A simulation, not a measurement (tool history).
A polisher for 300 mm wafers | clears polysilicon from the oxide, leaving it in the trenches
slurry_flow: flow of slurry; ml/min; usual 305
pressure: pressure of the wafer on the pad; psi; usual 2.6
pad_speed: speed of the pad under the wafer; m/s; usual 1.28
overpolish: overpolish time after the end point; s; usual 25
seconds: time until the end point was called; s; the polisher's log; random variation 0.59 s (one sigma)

run	hour	slurry_flow	pressure	pad_speed	overpolish	incoming thickness of the incoming film, nm	seconds
1	0.0	305	2.6	1.28	25	455.8	37.3
2	98.4	305	2.6	1.28	33	450.5	37.7
3	179.4	305	3.0	1.28	25	455.1	33.5
4	237.7	305	2.6	1.28	25	459.4	38.2
# hour 258.8: head pressure recalibrated
5	329.6	305	2.6	1.40	25	449.0	33.3
# hour 371.8: worn pad replaced by a new one
6	391.9	305	2.6	1.40	25	449.2	30.0
7	436.9	305	2.6	1.28	25	449.3	32.6
8	513.3	305	2.6	1.28	25	453.5	33.5
9	565.0	305	2.6	1.28	25	443.4	33.8
10	620.7	305	2.6	1.10	25	446.3	41.1
11	700.3	305	2.6	1.28	25	453.3	34.9
# hour 743.4: slurry nozzle cleaned
12	789.4	305	2.6	1.28	25	449.5	35.7
13	867.2	305	2.6	1.28	25	455.6	36.8
14	931.8	260	2.6	1.28	25	445.3	35.4
# hour 952.0: worn pad replaced by a new one
15	974.6	375	3.4	1.62	15	448.0	21.4
# hour 989.0: head pressure recalibrated
16	1061.4	305	2.2	1.04	25	440.9	45.0
17	1144.9	305	2.6	1.14	32	450.3	39.0
18	1291.4	400	2.6	1.56	25	454.4	29.5
19	1340.6	405	2.3	1.66	25	445.2	29.4
20	1572.7	305	2.6	0.96	25	446.4	48.2
# hour 1582.9: worn pad replaced by a new one
# hour 1636.1: slurry nozzle cleaned
21	1650.8	335	2.6	1.28	25	451.1	34.5
# hour 1762.9: head pressure recalibrated
22	1866.5	225	3.0	1.28	25	452.1	34.7
23	1923.1	215	1.8	1.28	25	446.9	46.9
24	2002.8	305	2.6	1.52	25	456.1	31.5
25	2064.3	390	2.6	1.04	25	458.8	45.3
26	2116.4	400	2.6	1.56	25	440.9	28.6
# hour 2120.8: worn pad replaced by a new one
27	2159.5	305	2.6	1.28	25	446.8	32.4
28	2241.0	305	2.6	1.28	32	442.5	33.4
29	2320.1	305	2.6	1.28	25	444.2	33.6
30	2390.8	305	2.6	1.68	37	448.7	26.5
# hour 2416.9: head pressure recalibrated
31	2457.5	305	2.6	1.28	25	451.3	35.0
32	2507.0	305	2.6	1.16	12	446.5	39.3
# hour 2590.8: slurry nozzle cleaned
33	2601.5	370	2.6	1.28	25	452.5	37.1

The tool's hidden state at each run:
slurry flow missing at the pad, %: 0 in every run
deviation of the head's pressure from its setpoint, %: 0 in every run
H1: removal rate lost through wear of the pad, %
run	H1
1	11.8
2	13.1
3	13.7
4	14.1
5	14.4
6	1.78
7	4.08
8	6.97
9	8.38
10	9.55
11	10.7
12	11.6
13	12.1
14	12.4
15	2.87
16	6.83
17	9.32
18	11.8
19	12.3
20	13.6
21	6.46
22	12.4
23	13.1
24	13.9
25	14.3
26	14.6
27	3.45
28	6.93
29	9.18
30	10.6
31	11.5
32	12
33	12.7
